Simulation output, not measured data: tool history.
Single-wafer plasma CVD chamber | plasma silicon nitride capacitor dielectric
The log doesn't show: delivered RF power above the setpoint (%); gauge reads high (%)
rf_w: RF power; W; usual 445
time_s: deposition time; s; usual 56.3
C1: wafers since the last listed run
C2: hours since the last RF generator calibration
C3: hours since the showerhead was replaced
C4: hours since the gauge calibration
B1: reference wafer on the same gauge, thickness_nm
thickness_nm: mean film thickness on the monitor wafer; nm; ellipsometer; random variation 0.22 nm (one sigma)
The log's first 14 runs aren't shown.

{"run": 15, "day": 27.771, "rf_w": 445, "time_s": 56.3, "C1": 959, "C2": 852.1, "C3": 5856.1, "C4": 1266.6, "B1": 95.699, "thickness_nm": 82.798}
{"run": 16, "day": 28.85, "rf_w": 445, "time_s": 56.3, "C1": 448, "C2": 878, "C3": 5882, "C4": 1292.5, "B1": 95.744, "thickness_nm": 82.964}
{"day": 30.317, "done": "gauge calibrated"}
{"run": 17, "day": 30.812, "rf_w": 445, "time_s": 56.3, "C1": 815, "C2": 925.1, "C3": 5929.1, "C4": 11.9, "B1": 95.762, "thickness_nm": 82.946}
{"day": 33.567, "done": "RF generator calibrated"}
{"run": 18, "day": 33.75, "rf_w": 380, "time_s": 56.3, "C1": 1081, "C2": 4.4, "C3": 5999.6, "C4": 82.4, "B1": 95.759, "thickness_nm": 77.22}
{"run": 19, "day": 35.621, "rf_w": 380, "time_s": 56.3, "C1": 777, "C2": 49.3, "C3": 6044.5, "C4": 127.3, "B1": 95.745, "thickness_nm": 76.922}
{"run": 20, "day": 38.042, "rf_w": 445, "time_s": 56.3, "C1": 1005, "C2": 107.4, "C3": 6102.6, "C4": 185.4, "B1": 95.734, "thickness_nm": 83.168}
{"run": 21, "day": 39.917, "rf_w": 445, "time_s": 56.3, "C1": 779, "C2": 152.4, "C3": 6147.6, "C4": 230.4, "B1": 95.651, "thickness_nm": 83.029}
{"run": 22, "day": 41.654, "rf_w": 445, "time_s": 56.3, "C1": 721, "C2": 194.1, "C3": 6189.3, "C4": 272.1, "B1": 95.743, "thickness_nm": 82.379}
{"run": 23, "day": 44.075, "rf_w": 445, "time_s": 56.3, "C1": 1005, "C2": 252.2, "C3": 6247.4, "C4": 330.2, "B1": 95.754, "thickness_nm": 82.792}
{"run": 24, "day": 45.5, "rf_w": 505, "time_s": 56.3, "C1": 592, "C2": 286.4, "C3": 6281.6, "C4": 364.4, "B1": 95.757, "thickness_nm": 86.981}
{"run": 25, "day": 46.975, "rf_w": 445, "time_s": 56.3, "C1": 612, "C2": 321.8, "C3": 6317, "C4": 399.8, "B1": 95.746, "thickness_nm": 82.96}

Forecast run 26:
{"run": 26, "day": 49.783, "rf_w": 445, "time_s": 48.3, "C1": 1166, "C2": 389.2, "C3": 6384.4, "C4": 467.2, "B1": "?", "thickness_nm": "?"}

B1: 95.681
thickness_nm: 70.892 nm
Without the tool's hidden state the same run would have given thickness_nm 70.892 nm.
